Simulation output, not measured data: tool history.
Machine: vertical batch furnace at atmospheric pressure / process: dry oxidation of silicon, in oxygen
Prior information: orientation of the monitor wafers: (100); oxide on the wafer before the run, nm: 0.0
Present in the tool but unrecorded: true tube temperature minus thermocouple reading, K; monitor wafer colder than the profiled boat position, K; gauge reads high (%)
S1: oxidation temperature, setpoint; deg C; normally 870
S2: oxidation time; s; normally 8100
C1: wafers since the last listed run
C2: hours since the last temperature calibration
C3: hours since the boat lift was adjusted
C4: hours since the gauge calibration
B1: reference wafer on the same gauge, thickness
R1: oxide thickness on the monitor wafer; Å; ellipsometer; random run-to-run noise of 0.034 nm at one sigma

run 1 hour=0.0 | S1=850 S2=8100 | C1=0 C2=3443.4 C3=2788.9 C4=148.5 | B1=25.30 | R1=193.6
run 2 hour=10.8 | S1=850 S2=8100 | C1=122 C2=3454.2 C3=2799.7 C4=159.3 | B1=25.30 | R1=193.5
run 3 hour=24.1 | S1=850 S2=8100 | C1=150 C2=3467.5 C3=2813.0 C4=172.6 | B1=25.29 | R1=193.1
run 4 hour=38.2 | S1=870 S2=8100 | C1=159 C2=3481.6 C3=2827.1 C4=186.7 | B1=25.30 | R1=240.3
run 5 hour=64.0 | S1=870 S2=8100 | C1=292 C2=3507.4 C3=2852.9 C4=212.5 | B1=25.30 | R1=239.7
run 6 hour=74.3 | S1=870 S2=8100 | C1=116 C2=3517.7 C3=2863.2 C4=222.8 | B1=25.29 | R1=239.9
run 7 hour=88.0 | S1=870 S2=8100 | C1=155 C2=3531.4 C3=2876.9 C4=236.5 | B1=25.29 | R1=239.9
-- hour=125.9 boat lift adjusted
run 8 hour=126.4 | S1=870 S2=8100 | C1=163 C2=3569.8 C3=0.5 C4=274.9 | B1=25.31 | R1=239.6
-- hour=130.1 gauge calibrated
run 9 hour=133.0 | S1=870 S2=8100 | C1=74 C2=3576.4 C3=7.1 C4=2.9 | B1=25.31 | R1=240.3
run 10 hour=140.3 | S1=890 S2=8100 | C1=82 C2=3583.7 C3=14.4 C4=10.2 | B1=25.30 | R1=295.7
run 11 hour=157.6 | S1=870 S2=6360 | C1=195 C2=3601.0 C3=31.7 C4=27.5 | B1=25.30 | R1=204.8
run 12 hour=172.4 | S1=889 S2=11130 | C1=167 C2=3615.8 C3=46.5 C4=42.3 | B1=25.30 | R1=364.3

Predict the results of run 13:
run 13 hour=182.3 | S1=870 S2=8100 | C1=112 C2=3625.7 C3=56.4 C4=52.2 | B1=? | R1=?

{"run 13": {"B1": 25.3, "R1": 239.3}}
Were there no unlogged condition in the tool, this run, its random variation unchanged, would have produced R1 224.2 Å.
